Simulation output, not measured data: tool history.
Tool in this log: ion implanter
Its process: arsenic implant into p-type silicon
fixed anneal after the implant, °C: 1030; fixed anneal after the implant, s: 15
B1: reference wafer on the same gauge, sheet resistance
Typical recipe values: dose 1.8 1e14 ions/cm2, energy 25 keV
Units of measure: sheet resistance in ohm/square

run 1 hour=0 | dose=1.8 energy=25 | B1=495.92 | sheet_resistance=454.79
run 2 hour=37.5 | dose=1.8 energy=25 | B1=496.19 | sheet_resistance=455.89
run 3 hour=141.1 | dose=1.8 energy=25 | B1=495.25 | sheet_resistance=450.27
-- hour=174.8 Faraday cup replaced and dose calibrated
run 4 hour=242.3 | dose=1.8 energy=25 | B1=496.37 | sheet_resistance=464.79
run 5 hour=289.1 | dose=1.8 energy=25 | B1=495.64 | sheet_resistance=467.18
-- hour=361.1 gauge calibrated
run 6 hour=389 | dose=1.8 energy=25 | B1=495.79 | sheet_resistance=462.2
run 7 hour=683.8 | dose=1.8 energy=25 | B1=496.19 | sheet_resistance=451.41
-- hour=759.3 Faraday cup replaced and dose calibrated
run 8 hour=789.8 | dose=1.8 energy=25 | B1=495.97 | sheet_resistance=459.86
run 9 hour=894.4 | dose=1.8 energy=25 | B1=496.14 | sheet_resistance=455.72
run 10 hour=933.9 | dose=1.8 energy=25 | B1=495.52 | sheet_resistance=460.95
run 11 hour=1025.5 | dose=1.8 energy=25 | B1=496.23 | sheet_resistance=456.98
run 12 hour=1064.9 | dose=1.8 energy=25 | B1=496.26 | sheet_resistance=459.11
run 13 hour=1114.6 | dose=1.8 energy=16.5 | B1=495.91 | sheet_resistance=489.51
run 14 hour=1153.6 | dose=1.56 energy=31.5 | B1=495.98 | sheet_resistance=487.06
run 15 hour=1322.4 | dose=2.25 energy=25 | B1=496.08 | sheet_resistance=379.3
-- hour=1382.4 Faraday cup replaced and dose calibrated
-- hour=1405.2 extraction supply calibrated
run 16 hour=1405.7 | dose=2.29 energy=30.5 | B1=496.07 | sheet_resistance=376.5
run 17 hour=1468.7 | dose=2 energy=19.5 | B1=496.03 | sheet_resistance=439.41
run 18 hour=1533 | dose=1.8 energy=21 | B1=496.56 | sheet_resistance=474.41
-- hour=1549.2 gauge calibrated
run 19 hour=1570.1 | dose=1.8 energy=25 | B1=495.29 | sheet_resistance=463.12
run 20 hour=1655.1 | dose=1.8 energy=25 | B1=495.64 | sheet_resistance=466.64
run 21 hour=1745.3 | dose=1.8 energy=33.5 | B1=496.04 | sheet_resistance=440.93
run 22 hour=1839.4 | dose=1.6 energy=25 | B1=495.59 | sheet_resistance=494.68
run 23 hour=1883.1 | dose=1.8 energy=25 | B1=495.5 | sheet_resistance=453.63
run 24 hour=1968.5 | dose=1.8 energy=30.5 | B1=495.47 | sheet_resistance=434.49

Subtracting, for every run, the result it would have given without the tool's unlogged condition from the measured result gives the following. The same run-to-run variation enters both numbers; the gauge's scatter may not:
Hidden state present: deviation of the true dose from the Faraday cup's reading, %; deviation of the true energy from its setpoint, %; gauge reads high (%).
run=1 sheet_resistance=-7.86
run=2 sheet_resistance=-9.13
run=3 sheet_resistance=-12.95
run=4 sheet_resistance=+1.06
run=5 sheet_resistance=+0.73
run=6 sheet_resistance=-0.56
run=7 sheet_resistance=-8.62
run=8 sheet_resistance=-2.39
run=9 sheet_resistance=-3.03
run=10 sheet_resistance=-3.54
run=11 sheet_resistance=-5.05
run=12 sheet_resistance=-5.95
run=13 sheet_resistance=-7.89
run=14 sheet_resistance=-8.58
run=15 sheet_resistance=-12.2
run=16 sheet_resistance=-1.17
run=17 sheet_resistance=-1.64
run=18 sheet_resistance=-2.37
run=19 sheet_resistance=-2.78
run=20 sheet_resistance=-4.33
run=21 sheet_resistance=-6.09
run=22 sheet_resistance=-10.07
run=23 sheet_resistance=-10.91
run=24 sheet_resistance=-13.64
